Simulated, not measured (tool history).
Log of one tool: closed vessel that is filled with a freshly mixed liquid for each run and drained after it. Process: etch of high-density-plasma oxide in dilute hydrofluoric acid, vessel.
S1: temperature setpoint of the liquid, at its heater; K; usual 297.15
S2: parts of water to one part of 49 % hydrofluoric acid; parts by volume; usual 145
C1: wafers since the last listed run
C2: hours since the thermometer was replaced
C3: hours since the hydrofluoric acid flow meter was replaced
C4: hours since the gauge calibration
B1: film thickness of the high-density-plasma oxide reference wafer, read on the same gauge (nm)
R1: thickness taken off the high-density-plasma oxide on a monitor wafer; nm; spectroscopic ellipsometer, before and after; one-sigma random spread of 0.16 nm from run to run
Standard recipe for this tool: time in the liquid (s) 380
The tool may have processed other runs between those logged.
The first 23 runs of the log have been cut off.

{"run": 24, "hour": 1185.0, "S1": 297.15, "S2": 145, "time in the liquid (s)": 380, "C1": 3317, "C2": 270.2, "C3": 425.7, "C4": 378.5, "B1": 149.7, "R1": 17.56}
{"run": 25, "hour": 1255.9, "S1": 292.15, "S2": 145, "time in the liquid (s)": 315, "C1": 4119, "C2": 341.1, "C3": 496.6, "C4": 449.4, "B1": 149.94, "R1": 11.78}
{"run": 26, "hour": 1295.6, "S1": 297.15, "S2": 85, "time in the liquid (s)": 310, "C1": 2306, "C2": 380.8, "C3": 536.3, "C4": 489.1, "B1": 150.03, "R1": 26.43}
{"run": 27, "hour": 1345.8, "S1": 301.15, "S2": 205, "time in the liquid (s)": 380, "C1": 2916, "C2": 431, "C3": 586.5, "C4": 539.3, "B1": 150.2, "R1": 13.23}
{"run": 28, "hour": 1554.8, "S1": 294.65, "S2": 100, "time in the liquid (s)": 590, "C1": 12144, "C2": 640, "C3": 795.5, "C4": 748.3, "B1": 151.11, "R1": 38.27}
{"run": 29, "hour": 1584.3, "S1": 301.65, "S2": 80, "time in the liquid (s)": 440, "C1": 1714, "C2": 669.5, "C3": 825, "C4": 777.8, "B1": 151.26, "R1": 48.67}
{"run": 30, "hour": 1621.6, "S1": 297.15, "S2": 145, "time in the liquid (s)": 380, "C1": 2167, "C2": 706.8, "C3": 862.3, "C4": 815.1, "B1": 151.47, "R1": 17.94}
{"run": 31, "hour": 1662.1, "S1": 297.15, "S2": 190, "time in the liquid (s)": 380, "C1": 2353, "C2": 747.3, "C3": 902.8, "C4": 855.6, "B1": 151.68, "R1": 13.11}

Predict each of these 5 candidate next runs independently; none follows another, all start after run 31:
{"run": "A", "hour": 1662.9, "S1": 297.15, "S2": 145, "time in the liquid (s)": 595, "C1": 46, "C2": 748.1, "C3": 903.6, "C4": 856.4, "B1": "?", "R1": "?"}
{"run": "B", "hour": 1662.9, "S1": 300.65, "S2": 125, "time in the liquid (s)": 220, "C1": 46, "C2": 748.1, "C3": 903.6, "C4": 856.4, "B1": "?", "R1": "?"}
{"run": "C", "hour": 1662.9, "S1": 297.15, "S2": 80, "time in the liquid (s)": 160, "C1": 46, "C2": 748.1, "C3": 903.6, "C4": 856.4, "B1": "?", "R1": "?"}
{"run": "D", "hour": 1662.9, "S1": 292.15, "S2": 210, "time in the liquid (s)": 295, "C1": 46, "C2": 748.1, "C3": 903.6, "C4": 856.4, "B1": "?", "R1": "?"}
{"run": "E", "hour": 1662.9, "S1": 297.15, "S2": 85, "time in the liquid (s)": 380, "C1": 46, "C2": 748.1, "C3": 903.6, "C4": 856.4, "B1": "?", "R1": "?"}

run=A B1=151.68 R1=27.9
run=B B1=151.68 R1=14
run=C B1=151.68 R1=14.71
run=D B1=151.68 R1=7.36
run=E B1=151.68 R1=32.67
With the hidden condition removed and each run's random variation left untouched, the same runs would have given:
run=A R1=27.59
run=B R1=13.85
run=C R1=14.54
run=D R1=7.28
run=E R1=32.3
